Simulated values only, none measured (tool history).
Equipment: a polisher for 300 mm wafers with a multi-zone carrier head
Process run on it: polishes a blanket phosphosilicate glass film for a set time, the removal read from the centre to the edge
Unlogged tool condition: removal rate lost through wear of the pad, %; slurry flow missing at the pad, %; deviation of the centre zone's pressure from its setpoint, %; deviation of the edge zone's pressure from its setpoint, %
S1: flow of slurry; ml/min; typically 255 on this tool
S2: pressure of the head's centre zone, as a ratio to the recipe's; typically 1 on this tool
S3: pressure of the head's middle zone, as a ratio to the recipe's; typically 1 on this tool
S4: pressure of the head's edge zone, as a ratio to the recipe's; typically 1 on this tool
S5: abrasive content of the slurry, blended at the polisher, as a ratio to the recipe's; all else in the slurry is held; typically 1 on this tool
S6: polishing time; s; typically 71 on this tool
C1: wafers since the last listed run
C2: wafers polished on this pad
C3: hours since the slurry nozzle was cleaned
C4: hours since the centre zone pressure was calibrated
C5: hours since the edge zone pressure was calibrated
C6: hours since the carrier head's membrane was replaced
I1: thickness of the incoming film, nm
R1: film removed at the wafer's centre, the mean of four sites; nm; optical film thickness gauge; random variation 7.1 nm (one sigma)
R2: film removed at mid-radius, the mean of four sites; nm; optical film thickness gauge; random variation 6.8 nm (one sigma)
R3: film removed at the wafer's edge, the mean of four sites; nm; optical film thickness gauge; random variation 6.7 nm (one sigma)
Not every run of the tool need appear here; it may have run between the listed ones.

run 1 hour=0 | S1=255 S2=1 S3=1 S4=1 S5=0.9 S6=71 | C1=0 C2=434 C3=389 C4=783.5 C5=535.7 C6=897.6 | I1=3100.2 | R1=685.7 R2=684.3 R3=733.2
run 2 hour=15.5 | S1=255 S2=1 S3=1 S4=1 S5=0.9 S6=71 | C1=120 C2=554 C3=404.5 C4=799 C5=551.2 C6=913.1 | I1=3061.3 | R1=678.5 R2=691.4 R3=731.7
run 3 hour=30.7 | S1=255 S2=1 S3=1 S4=1 S5=1 S6=71 | C1=118 C2=672 C3=419.7 C4=814.2 C5=566.4 C6=928.3 | I1=3052.8 | R1=723.8 R2=730 R3=789.2
run 4 hour=38.7 | S1=255 S2=1 S3=1 S4=1 S5=1 S6=71 | C1=62 C2=735 C3=427.7 C4=822.2 C5=574.4 C6=936.3 | I1=3082 | R1=716 R2=721.8 R3=774.8
-- hour=45.9 worn pad replaced by a new one
run 5 hour=54.1 | S1=255 S2=1 S3=1 S4=1 S5=1.25 S6=71 | C1=88 C2=63 C3=443.1 C4=837.6 C5=589.8 C6=951.7 | I1=3094 | R1=804.5 R2=813.8 R3=863.9
run 6 hour=64.2 | S1=255 S2=1 S3=1 S4=1 S5=1.25 S6=71 | C1=78 C2=142 C3=453.2 C4=847.7 C5=599.9 C6=961.8 | I1=3106.5 | R1=793.7 R2=813.2 R3=857.1
-- hour=73.9 slurry nozzle cleaned
run 7 hour=74.4 | S1=255 S2=1 S3=1 S4=1 S5=1 S6=71 | C1=71 C2=213 C3=0.5 C4=857.9 C5=610.1 C6=972 | I1=3116.1 | R1=775.3 R2=770.1 R3=817
run 8 hour=91.1 | S1=255 S2=1 S3=1 S4=1 S5=1 S6=71 | C1=129 C2=343 C3=17.2 C4=874.6 C5=626.8 C6=988.7 | I1=3071.2 | R1=767.5 R2=772.2 R3=805.6
run 9 hour=106.2 | S1=255 S2=1 S3=1 S4=1 S5=1 S6=71 | C1=117 C2=461 C3=32.3 C4=889.7 C5=641.9 C6=1003.8 | I1=3026.7 | R1=761.9 R2=766.2 R3=806.8
run 10 hour=113.3 | S1=255 S2=1 S3=1 S4=1 S5=1 S6=71 | C1=55 C2=516 C3=39.4 C4=896.8 C5=649 C6=1010.9 | I1=3023.7 | R1=771.4 R2=764.1 R3=804.8
run 11 hour=122.4 | S1=255 S2=1 S3=1 S4=1 S5=1 S6=71 | C1=70 C2=587 C3=48.5 C4=905.9 C5=658.1 C6=1020 | I1=3081.2 | R1=764.7 R2=767.1 R3=809
-- hour=129.4 centre zone pressure recalibrated
run 12 hour=132.4 | S1=255 S2=1 S3=1 S4=0.9 S5=1 S6=71 | C1=62 C2=649 C3=58.5 C4=3 C5=668.1 C6=1030 | I1=3057.3 | R1=761.1 R2=768.9 R3=767.7
-- hour=145.4 carrier head's membrane replaced by a new one
-- hour=151.6 worn pad replaced by a new one
run 13 hour=152.1 | S1=190 S2=0.91 S3=1 S4=0.89 S5=1 S6=71 | C1=83 C2=4 C3=78.2 C4=22.7 C5=687.8 C6=6.7 | I1=3079.6 | R1=666.9 R2=743.4 R3=741
run 14 hour=154.6 | S1=170 S2=1 S3=0.89 S4=1 S5=1.1 S6=89 | C1=19 C2=23 C3=80.7 C4=25.2 C5=690.3 C6=9.2 | I1=3055.8 | R1=939.5 R2=863.8 R3=1021.2
run 15 hour=161.9 | S1=325 S2=0.97 S3=1 S4=0.9 S5=1 S6=71 | C1=56 C2=80 C3=88 C4=32.5 C5=697.6 C6=16.5 | I1=3024.2 | R1=765.6 R2=763.1 R3=776.7
run 16 hour=172.6 | S1=255 S2=1 S3=1.03 S4=1 S5=1 S6=51 | C1=83 C2=163 C3=98.7 C4=43.2 C5=708.3 C6=27.2 | I1=3077.6 | R1=540.8 R2=563.1 R3=575.7
-- hour=181.4 edge zone pressure recalibrated
run 17 hour=188 | S1=200 S2=1 S3=1 S4=1 S5=0.9 S6=71 | C1=104 C2=267 C3=114.1 C4=58.6 C5=6.6 C6=42.6 | I1=3072 | R1=707.4 R2=695.9 R3=750.3
run 18 hour=196.4 | S1=255 S2=1.06 S3=1 S4=1 S5=1 S6=71 | C1=65 C2=333 C3=122.5 C4=67 C5=15 C6=51 | I1=3066 | R1=805.4 R2=749.8 R3=801
run 19 hour=211.9 | S1=255 S2=1 S3=1 S4=1 S5=1 S6=71 | C1=120 C2=453 C3=138 C4=82.5 C5=30.5 C6=66.5 | I1=3028.9 | R1=742.4 R2=767.1 R3=806.4
run 20 hour=227.8 | S1=255 S2=1 S3=1 S4=1 S5=1 S6=63 | C1=123 C2=577 C3=153.9 C4=98.4 C5=46.4 C6=82.4 | I1=3085.4 | R1=672.2 R2=674.8 R3=714.8
run 21 hour=235.1 | S1=255 S2=0.94 S3=1 S4=0.93 S5=1 S6=71 | C1=56 C2=634 C3=161.2 C4=105.7 C5=53.7 C6=89.7 | I1=3070.6 | R1=721.9 R2=753.9 R3=774.4
run 22 hour=251.9 | S1=255 S2=1 S3=1 S4=0.94 S5=1 S6=71 | C1=130 C2=764 C3=178 C4=122.5 C5=70.5 C6=106.5 | I1=3045.8 | R1=748.9 R2=766.5 R3=770.8
-- hour=262.4 worn pad replaced by a new one
run 23 hour=266.4 | S1=255 S2=1.05 S3=1.1 S4=1 S5=0.75 S6=71 | C1=81 C2=31 C3=192.5 C4=137 C5=85 C6=121 | I1=3064 | R1=667.1 R2=684 R3=668.4

Some steps in R1, run to run, broken into two amounts with sign: the step expected even without the hidden condition (settings, incoming material, random variation), and the rest, left for the hidden condition together with whatever gauge scatter is not in both the measured and the hidden-condition-free result:
Run 4 -> 5: S5 1 -> 1.25, worn pad replaced by a new one. R1 +88.5 nm: hidden state -8.7, all else +97.2.
Run 6 -> 7: S5 1.25 -> 1, slurry nozzle cleaned. R1 -18.4 nm: hidden state +56.3, all else -74.7.
Run 13 -> 14: S1 190 -> 170, S2 0.91 -> 1, S3 1 -> 0.89, S4 0.89 -> 1, S5 1 -> 1.1, S6 71 -> 89. R1 +272.6 nm: hidden state -4.4, all else +277.
Run 15 -> 16: S1 325 -> 255, S2 0.97 -> 1, S3 1 -> 1.03, S4 0.9 -> 1, S6 71 -> 51. R1 -224.8 nm: hidden state +0.3, all else -225.1.

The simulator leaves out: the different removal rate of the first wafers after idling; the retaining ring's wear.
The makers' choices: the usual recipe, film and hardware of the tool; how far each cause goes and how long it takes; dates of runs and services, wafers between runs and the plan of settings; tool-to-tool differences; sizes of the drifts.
